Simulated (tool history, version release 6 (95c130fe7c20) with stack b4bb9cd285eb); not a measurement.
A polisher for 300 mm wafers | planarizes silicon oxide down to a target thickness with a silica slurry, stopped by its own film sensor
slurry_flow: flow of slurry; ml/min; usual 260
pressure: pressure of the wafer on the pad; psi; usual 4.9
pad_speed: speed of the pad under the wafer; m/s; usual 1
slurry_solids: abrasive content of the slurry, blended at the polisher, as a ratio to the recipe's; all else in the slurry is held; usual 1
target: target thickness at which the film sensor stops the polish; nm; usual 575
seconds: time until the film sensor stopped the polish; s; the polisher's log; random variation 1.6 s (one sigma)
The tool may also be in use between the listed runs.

run,hour,slurry_flow,pressure,pad_speed,slurry_solids,target,"incoming thickness of the incoming film, nm",seconds
1,0,260,4.9,1,1,575,914.4,85.2
2,25.8,260,4.9,1,1,575,907.3,83.8
3,47.6,260,4.9,1,1,575,907.6,81.5
4,68.5,260,4.9,1,1,575,921.2,89.7
5,84.2,260,4.9,1,1,575,907.3,83.8
6,103.6,300,4.9,1,1,575,913.8,91.3
7,131.5,300,4.9,1,1,575,922.3,97.3
8,154.8,300,4.9,1,1,575,897.7,81.5
9,183.7,260,4.9,1,1,575,907.9,83.9
10,216,260,4.9,1,1,575,922.4,92.5
11,233.9,260,4.9,1,1,575,915.4,87.6
12,250.9,260,4.9,1,1,575,907.8,85.5
13,286.1,260,4.9,1,1,614,909.1,81.4
14,306.8,285,4.9,1,1.15,575,905.7,85.7
15,322.6,260,4.9,1,1,575,901.8,92.3
16,339.1,185,4.9,1,1,575,891.7,96.9
17,357.1,260,4.9,1,1,575,915.9,86.1
18,377.2,260,5.9,1,1,575,890,70.6
19,397.6,260,4.3,1,1,575,912.1,95
20,431.1,260,4.9,1,0.75,691,905.9,68.5
21,446.2,260,4.9,0.82,0.75,575,908.2,107.5
22,458.7,260,4.9,0.74,1,575,899.4,91.5
23,485.9,260,4.9,1,1,575,900.7,86.6
24,508.6,350,3.7,1,1,575,908,112.3
25,544.3,260,4.9,1,0.8,575,910.9,117
26,566.3,260,4.9,1,1,575,910.3,83.9

Taken out of this log: 10 entries between the listed runs. Where each belongs, and how the hidden state differs across it:
Between runs 5 and 6: worn pad replaced by a new one (hour 89)
  abrasive missing from the slurry, %: 10.5 -> 13.4
  measured less the result without the state, seconds: +4.9 -> +6.9 s
Between runs 7 and 8: head pressure recalibrated (hour 144.5); slurry blender recalibrated (hour 154.3)
  abrasive missing from the slurry, %: 18.4 -> 4.33
  measured less the result without the state, seconds: +10.5 -> +1.9 s
Between runs 9 and 10: worn pad replaced by a new one (hour 212.8)
  abrasive missing from the slurry, %: 4.9 -> 6.83
  measured less the result without the state, seconds: +2.2 -> +3.5 s
Between runs 15 and 16: worn pad replaced by a new one, of another model than before (hour 328)
  abrasive missing from the slurry, %: 22.9 -> 26.7
  measured less the result without the state, seconds: +12.8 -> +16.2 s
Between runs 16 and 17: slurry nozzle cleaned (hour 342.5); slurry blender recalibrated (hour 346.4); conditioning disc replaced and pad reconditioned (hour 356.6)
  abrasive missing from the slurry, %: 26.7 -> 1.22
  measured less the result without the state, seconds: +16.2 -> +0.5 s
Between runs 22 and 23: worn pad replaced by a new one (hour 465.8)
  abrasive missing from the slurry, %: 9.43 -> 13.9
  measured less the result without the state, seconds: +4.8 -> +6.9 s
Between runs 25 and 26: slurry blender recalibrated (hour 561.4)
  abrasive missing from the slurry, %: 26.9 -> 1.14
  measured less the result without the state, seconds: +21.9 -> +0.5 s
